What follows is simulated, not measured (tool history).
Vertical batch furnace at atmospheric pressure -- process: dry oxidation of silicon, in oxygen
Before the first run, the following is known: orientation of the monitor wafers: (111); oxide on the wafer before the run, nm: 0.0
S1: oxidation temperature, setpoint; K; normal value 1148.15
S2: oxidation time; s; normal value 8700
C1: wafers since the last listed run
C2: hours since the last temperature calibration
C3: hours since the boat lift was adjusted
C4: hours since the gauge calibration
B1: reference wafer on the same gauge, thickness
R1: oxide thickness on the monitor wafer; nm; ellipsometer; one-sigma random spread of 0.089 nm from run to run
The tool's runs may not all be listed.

run	day	S1	S2	C1	C2	C3	C4	B1	R1
1	0.000	1148.15	8700	0	4209.8	5078.5	185.3	44.46	37.94
2	1.121	1148.15	8700	182	4236.7	5105.4	212.2	44.50	37.73
3	1.929	1148.15	8700	131	4256.1	5124.8	231.6	44.48	37.73
4	2.500	1148.15	8700	92	4269.8	5138.5	245.3	44.46	37.90
# day 2.642: gauge calibrated
5	3.400	1148.15	8700	146	4291.4	5160.1	18.2	44.50	37.78
# day 4.946: boat lift adjusted
6	4.967	1148.15	8700	92	4329.0	0.5	55.8	44.48	37.79
7	5.250	1148.15	7710	46	4335.8	7.3	62.6	44.51	34.69
8	5.850	1148.15	7710	97	4350.2	21.7	77.0	44.52	34.70
9	6.867	1148.15	8700	165	4374.6	46.1	101.4	44.49	37.65
# day 7.988: thermocouples replaced and temperature profile calibrated
10	8.008	1148.15	8700	23	0.5	73.5	128.8	44.52	37.76
11	8.600	1148.15	8700	96	14.7	87.7	143.0	44.51	37.89
12	9.508	1148.15	8700	147	36.5	109.5	164.8	44.49	37.78
13	10.188	1128.15	7320	110	52.8	125.8	181.1	44.49	27.10
14	11.179	1135.15	8700	161	76.6	149.6	204.9	44.49	32.69
15	11.829	1148.15	8700	105	92.2	165.2	220.5	44.52	37.89
# day 12.217: gauge calibrated
16	12.508	1124.15	12510	110	108.5	181.5	7.0	44.51	37.53
17	13.492	1148.15	7140	160	132.1	205.1	30.6	44.46	32.95
18	14.000	1137.15	4980	82	144.3	217.3	42.8	44.47	22.72
19	15.550	1168.15	6660	252	181.5	254.5	80.0	44.50	38.65
20	16.058	1148.15	11070	82	193.7	266.7	92.2	44.53	44.76

How the hidden state differs across the entries between the runs, from the last listed run before each to the first after it:
After run 4, before run 5: gauge calibrated (day 2.642)
  the hidden state is the same at both runs
After run 5, before run 6: boat lift adjusted (day 4.946)
  the hidden state is the same at both runs
After run 9, before run 10: thermocouples replaced and temperature profile calibrated (day 7.988)
  the hidden state is the same at both runs
After run 15, before run 16: gauge calibrated (day 12.217)
  the hidden state is the same at both runs
